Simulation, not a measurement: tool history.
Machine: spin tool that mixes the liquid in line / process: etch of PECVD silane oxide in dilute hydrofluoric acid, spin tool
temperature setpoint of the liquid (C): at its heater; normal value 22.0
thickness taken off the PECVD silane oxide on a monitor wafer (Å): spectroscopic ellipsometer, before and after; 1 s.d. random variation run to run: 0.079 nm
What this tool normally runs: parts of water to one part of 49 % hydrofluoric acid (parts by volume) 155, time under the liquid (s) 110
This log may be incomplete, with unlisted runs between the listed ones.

run    hour  temperature setpoint of the liquid (C)  parts of water to one part of 49 % hydrofluoric acid (parts by volume)  time under the liquid (s)  wafers since the last listed run  hours since the thermometer was replaced  hours since the hydrofluoric acid flow meter was replaced  hours since the gauge calibration  read-back film thickness of the PECVD silane oxide reference wafer, read on the same gauge (nm)  thickness taken off the PECVD silane oxide on a monitor wafer (Å)
  1     0.0                                    20.0                                                                     155                        110                                 0                                     470.1                                                      512.0                             1010.4                                                                                            79.99                                                              103.5
       43.8  -- thermometer replaced
  2   201.1                                    20.0                                                                     155                        110                              1582                                     157.3                                                      713.1                             1211.5                                                                                            80.00                                                              107.9
  3   246.1                                    20.0                                                                     155                        110                               355                                     202.3                                                      758.1                             1256.5                                                                                            80.01                                                              108.1
  4   305.0                                    22.0                                                                     155                        110                               465                                     261.2                                                      817.0                             1315.4                                                                                            80.02                                                              115.9
  5   342.9                                    18.0                                                                     220                        110                               299                                     299.1                                                      854.9                             1353.3                                                                                            80.00                                                               64.8
  6   375.0                                    22.0                                                                     155                        110                               253                                     331.2                                                      887.0                             1385.4                                                                                            80.00                                                              113.2
  7   490.3                                    22.0                                                                     155                        110                               911                                     446.5                                                     1002.3                             1500.7                                                                                            79.98                                                              112.0
      536.5  -- gauge calibrated
  8   564.3                                    21.0                                                                     155                        110                               585                                     520.5                                                     1076.3                               27.8                                                                                            80.01                                                              106.0
      620.5  -- thermometer replaced
  9   623.5                                    21.0                                                                     155                        110                               460                                       3.0                                                     1135.5                               87.0                                                                                            80.00                                                              113.0
 10   657.4                                    18.5                                                                     155                        140                               268                                      36.9                                                     1169.4                              120.9                                                                                            80.01                                                              128.6
 11   728.2                                    18.5                                                                     155                        140                               560                                     107.7                                                     1240.2                              191.7                                                                                            79.98                                                              128.4
 12   752.2                                    22.0                                                                     155                        110                               189                                     131.7                                                     1264.2                              215.7                                                                                            80.01                                                              114.9
 13   795.4                                    22.0                                                                     155                        110                               341                                     174.9                                                     1307.4                              258.9                                                                                            80.00                                                              113.7
 14   829.4                                    22.0                                                                     155                        110                               268                                     208.9                                                     1341.4                              292.9                                                                                            80.00                                                              114.6
      838.0  -- hydrofluoric acid flow meter replaced
 15   894.7                                    22.0                                                                     175                        110                               508                                     274.2                                                       56.7                              358.2                                                                                            79.99                                                               99.6
 16   949.7                                    22.0                                                                     175                        110                               435                                     329.2                                                      111.7                              413.2                                                                                            80.00                                                               98.8
 17   978.0                                    25.5                                                                     110                         75                               223                                     357.5                                                      140.0                              441.5                                                                                            79.98                                                              132.1
 18  1037.1                                    22.0                                                                     155                        110                               467                                     416.6                                                      199.1                              500.6                                                                                            80.00                                                              112.5
 19  1076.6                                    26.0                                                                     155                         75                               312                                     456.1                                                      238.6                              540.1                                                                                            80.01                                                               88.5
     1106.8  -- thermometer replaced
 20  1120.9                                    22.0                                                                     155                        110                               342                                      14.1                                                      282.9                              584.4                                                                                            80.03                                                              119.8
 21  1190.9                                    26.0                                                                     155                         85                               553                                      84.1                                                      352.9                              654.4                                                                                            80.00                                                              106.3
 22  1254.0                                    22.0                                                                     105                        110                               499                                     147.2                                                      416.0                              717.5                                                                                            80.01                                                              181.7
 23  1312.1                                    26.5                                                                     155                         90                               459                                     205.3                                                      474.1                              775.6                                                                                            80.01                                                              112.8
 24  1357.1                                    22.0                                                                     155                        110                               355                                     250.3                                                      519.1                              820.6                                                                                            79.99                                                              113.8
 25  1390.9                                    22.0                                                                     155                         50                               267                                     284.1                                                      552.9                              854.4                                                                                            80.01                                                               51.4
 26  1427.4                                    26.5                                                                      85                        160                               288                                     320.6                                                      589.4                              890.9                                                                                            80.00                                                              385.9
 27  1498.6                                    24.5                                                                     155                         70                               563                                     391.8                                                      660.6                              962.1                                                                                            80.01                                                               78.8
 28  1542.7                                    22.0                                                                     230                         65                               348                                     435.9                                                      704.7                             1006.2                                                                                            79.98                                                               41.4
 29  1600.1                                    26.5                                                                     155                        110                               454                                     493.3                                                      762.1                             1063.6                                                                                            80.01                                                              131.1
     1618.3  -- thermometer replaced
 30  1629.5                                    18.0                                                                     105                         45                               224                                      11.2                                                      791.5                             1093.0                                                                                            79.97                                                               63.7
 31  1658.3                                    20.5                                                                     215                        140                               227                                      40.0                                                      820.3                             1121.8                                                                                            80.01                                                               96.5
 32  1716.2                                    22.0                                                                     105                        110                               457                                      97.9                                                      878.2                             1179.7                                                                                            80.00                                                              181.2

Exercise: give the hidden state of the tool at every run:
gauge reads high (%): 0 at every run
H1: liquid colder than its thermometer reads (K)
H2: hydrofluoric acid flow below the setpoint (%)
run     H1     H2
  1   1.68  0.933
  2  0.593   1.23
  3  0.753   1.29
  4  0.963   1.38
  5    1.1   1.43
  6   1.21   1.48
  7   1.62   1.64
  8   1.89   1.75
  9  0.162   1.84
 10  0.283   1.89
 11  0.536   1.99
 12  0.621   2.02
 13  0.775   2.09
 14  0.896   2.14
 15   1.13  0.292
 16   1.33  0.371
 17   1.43  0.412
 18   1.64  0.498
 19   1.78  0.555
 20  0.307   0.62
 21  0.556  0.721
 22  0.781  0.813
 23  0.988  0.897
 24   1.15  0.962
 25   1.27   1.01
 26    1.4   1.06
 27   1.65   1.17
 28   1.81   1.23
 29   2.01   1.31
 30  0.183   1.36
 31  0.285    1.4
 32  0.492   1.48
